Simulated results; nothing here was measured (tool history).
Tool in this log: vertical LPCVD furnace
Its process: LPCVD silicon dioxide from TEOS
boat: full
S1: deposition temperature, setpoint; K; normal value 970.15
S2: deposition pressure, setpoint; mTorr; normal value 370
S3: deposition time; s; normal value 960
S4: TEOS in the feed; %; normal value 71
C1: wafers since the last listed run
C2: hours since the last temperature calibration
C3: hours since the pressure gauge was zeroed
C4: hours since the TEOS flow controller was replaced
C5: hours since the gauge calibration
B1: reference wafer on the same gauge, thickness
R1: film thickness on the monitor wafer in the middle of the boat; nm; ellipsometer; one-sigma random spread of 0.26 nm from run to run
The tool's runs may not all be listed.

{"run": 1, "day": 0.0, "S1": 970.15, "S2": 370, "S3": 960, "S4": 71, "C1": 0, "C2": 2943.7, "C3": 2759.7, "C4": 3042.1, "C5": 253.9, "B1": 127.99, "R1": 126.25}
{"run": 2, "day": 0.992, "S1": 970.15, "S2": 370, "S3": 960, "S4": 71, "C1": 511, "C2": 2967.5, "C3": 2783.5, "C4": 3065.9, "C5": 277.7, "B1": 128.04, "R1": 126.43}
{"run": 3, "day": 2.312, "S1": 970.15, "S2": 370, "S3": 960, "S4": 71, "C1": 681, "C2": 2999.2, "C3": 2815.2, "C4": 3097.6, "C5": 309.4, "B1": 127.93, "R1": 125.95}
{"run": 4, "day": 3.512, "S1": 970.15, "S2": 370, "S3": 720, "S4": 71, "C1": 618, "C2": 3028.0, "C3": 2844.0, "C4": 3126.4, "C5": 338.2, "B1": 128.02, "R1": 94.64}
{"run": 5, "day": 4.779, "S1": 970.15, "S2": 370, "S3": 720, "S4": 71, "C1": 653, "C2": 3058.4, "C3": 2874.4, "C4": 3156.8, "C5": 368.6, "B1": 127.99, "R1": 95.06}
{"run": 6, "day": 5.812, "S1": 970.15, "S2": 370, "S3": 720, "S4": 71, "C1": 533, "C2": 3083.2, "C3": 2899.2, "C4": 3181.6, "C5": 393.4, "B1": 128.02, "R1": 94.91}
{"run": 7, "day": 6.35, "S1": 970.15, "S2": 430, "S3": 960, "S4": 71, "C1": 277, "C2": 3096.1, "C3": 2912.1, "C4": 3194.5, "C5": 406.3, "B1": 127.93, "R1": 136.3}
{"run": 8, "day": 7.312, "S1": 970.15, "S2": 400, "S3": 960, "S4": 71, "C1": 496, "C2": 3119.2, "C3": 2935.2, "C4": 3217.6, "C5": 429.4, "B1": 127.98, "R1": 131.66}
{"run": 9, "day": 7.954, "S1": 970.15, "S2": 370, "S3": 960, "S4": 71, "C1": 330, "C2": 3134.6, "C3": 2950.6, "C4": 3233.0, "C5": 444.8, "B1": 128.1, "R1": 126.96}
{"run": 10, "day": 9.3, "S1": 970.15, "S2": 370, "S3": 960, "S4": 71, "C1": 694, "C2": 3166.9, "C3": 2982.9, "C4": 3265.3, "C5": 477.1, "B1": 128.17, "R1": 127.31}
{"run": 11, "day": 10.025, "S1": 970.15, "S2": 370, "S3": 960, "S4": 71, "C1": 373, "C2": 3184.3, "C3": 3000.3, "C4": 3282.7, "C5": 494.5, "B1": 128.05, "R1": 126.62}
{"run": 12, "day": 10.575, "S1": 975.15, "S2": 370, "S3": 960, "S4": 78, "C1": 283, "C2": 3197.5, "C3": 3013.5, "C4": 3295.9, "C5": 507.7, "B1": 128.0, "R1": 149.3}
{"day": 11.646, "done": "gauge calibrated"}
{"day": 12.017, "done": "thermocouples replaced and temperature profile calibrated"}
{"run": 13, "day": 12.038, "S1": 970.15, "S2": 370, "S3": 960, "S4": 71, "C1": 238, "C2": 0.5, "C3": 3048.6, "C4": 3331.0, "C5": 9.4, "B1": 128.05, "R1": 119.98}
{"run": 14, "day": 12.371, "S1": 960.15, "S2": 305, "S3": 810, "S4": 57, "C1": 171, "C2": 8.5, "C3": 3056.6, "C4": 3339.0, "C5": 17.4, "B1": 128.05, "R1": 65.06}
{"run": 15, "day": 15.888, "S1": 978.15, "S2": 370, "S3": 960, "S4": 58, "C1": 1813, "C2": 92.9, "C3": 3141.0, "C4": 3423.4, "C5": 101.8, "B1": 127.95, "R1": 130.06}
{"run": 16, "day": 16.596, "S1": 975.15, "S2": 455, "S3": 1140, "S4": 76, "C1": 365, "C2": 109.9, "C3": 3158.0, "C4": 3440.4, "C5": 118.8, "B1": 127.98, "R1": 183.8}
{"day": 17.792, "done": "pressure gauge zeroed"}
{"day": 18.367, "done": "TEOS flow controller replaced"}
{"run": 17, "day": 18.388, "S1": 970.15, "S2": 370, "S3": 960, "S4": 81, "C1": 112, "C2": 152.9, "C3": 14.3, "C4": 0.5, "C5": 161.8, "B1": 128.01, "R1": 128.44}
{"run": 18, "day": 18.75, "S1": 970.15, "S2": 290, "S3": 690, "S4": 63, "C1": 186, "C2": 161.6, "C3": 23.0, "C4": 9.2, "C5": 170.5, "B1": 128.06, "R1": 71.91}
{"run": 19, "day": 19.621, "S1": 970.15, "S2": 370, "S3": 960, "S4": 71, "C1": 449, "C2": 182.5, "C3": 43.9, "C4": 30.1, "C5": 191.4, "B1": 128.07, "R1": 120.3}
{"run": 20, "day": 21.742, "S1": 979.15, "S2": 455, "S3": 1110, "S4": 60, "C1": 1093, "C2": 233.4, "C3": 94.8, "C4": 81.0, "C5": 242.3, "B1": 127.98, "R1": 174.79}
{"run": 21, "day": 22.671, "S1": 970.15, "S2": 370, "S3": 960, "S4": 71, "C1": 479, "C2": 255.7, "C3": 117.1, "C4": 103.3, "C5": 264.6, "B1": 128.06, "R1": 119.98}
{"run": 22, "day": 23.725, "S1": 960.15, "S2": 305, "S3": 810, "S4": 57, "C1": 543, "C2": 281.0, "C3": 142.4, "C4": 128.6, "C5": 289.9, "B1": 127.99, "R1": 65.2}

Branching from run 22: 4 alternative next runs. What would each branch give?
{"run": "A", "day": 23.904, "S1": 970.15, "S2": 370, "S3": 1110, "S4": 71, "C1": 92, "C2": 285.3, "C3": 146.7, "C4": 132.9, "C5": 294.2, "B1": "?", "R1": "?"}
{"run": "B", "day": 23.904, "S1": 976.15, "S2": 395, "S3": 1080, "S4": 71, "C1": 92, "C2": 285.3, "C3": 146.7, "C4": 132.9, "C5": 294.2, "B1": "?", "R1": "?"}
{"run": "C", "day": 23.904, "S1": 970.15, "S2": 370, "S3": 960, "S4": 84, "C1": 92, "C2": 285.3, "C3": 146.7, "C4": 132.9, "C5": 294.2, "B1": "?", "R1": "?"}
{"run": "D", "day": 23.904, "S1": 970.15, "S2": 420, "S3": 840, "S4": 71, "C1": 92, "C2": 285.3, "C3": 146.7, "C4": 132.9, "C5": 294.2, "B1": "?", "R1": "?"}

run=A B1=128.14 R1=138.53
run=B B1=128.14 R1=160.10
run=C B1=128.14 R1=130.32
run=D B1=128.14 R1=111.69
What these runs would have given with no unlogged condition in the tool:
run=A R1=136.90
run=B R1=158.24
run=C R1=128.79
run=D R1=110.38
